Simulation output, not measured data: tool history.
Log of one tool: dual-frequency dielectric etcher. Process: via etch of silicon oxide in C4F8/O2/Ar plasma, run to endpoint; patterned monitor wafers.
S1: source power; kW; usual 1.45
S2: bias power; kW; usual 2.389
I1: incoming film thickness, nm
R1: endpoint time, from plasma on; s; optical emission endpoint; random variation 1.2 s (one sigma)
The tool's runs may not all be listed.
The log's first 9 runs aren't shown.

run	hour	S1	S2	I1	R1
10	274.8	1.45	2.389	803.1	164.3
11	305.6	1.45	2.389	799.5	166.2
12	332.1	1.45	2.389	805.3	165.9
# hour 369.1: upper electrode replaced
# hour 378.8: wet clean of the chamber
13	379.3	1.45	2.389	808.5	161.8
14	381.5	1.45	2.389	807.4	160.8
15	403	1.2	2.389	798.7	165.8
16	424.3	1.11	1.805	804.4	196.2
17	456.1	1.26	2.69	802.7	154.1
18	471.1	1.45	2.389	811.7	159.4
# hour 476.3: bias power generator calibrated
19	495.9	1.45	2.389	806.6	159.4
20	511.1	1.75	2.389	804.8	154.3

Forecast run 21:
21	538.2	1.45	2.768	808.5	?

{"run 21": {"R1": 150.5}}
Without the tool's hidden state the same run would have given R1 160.4 s.
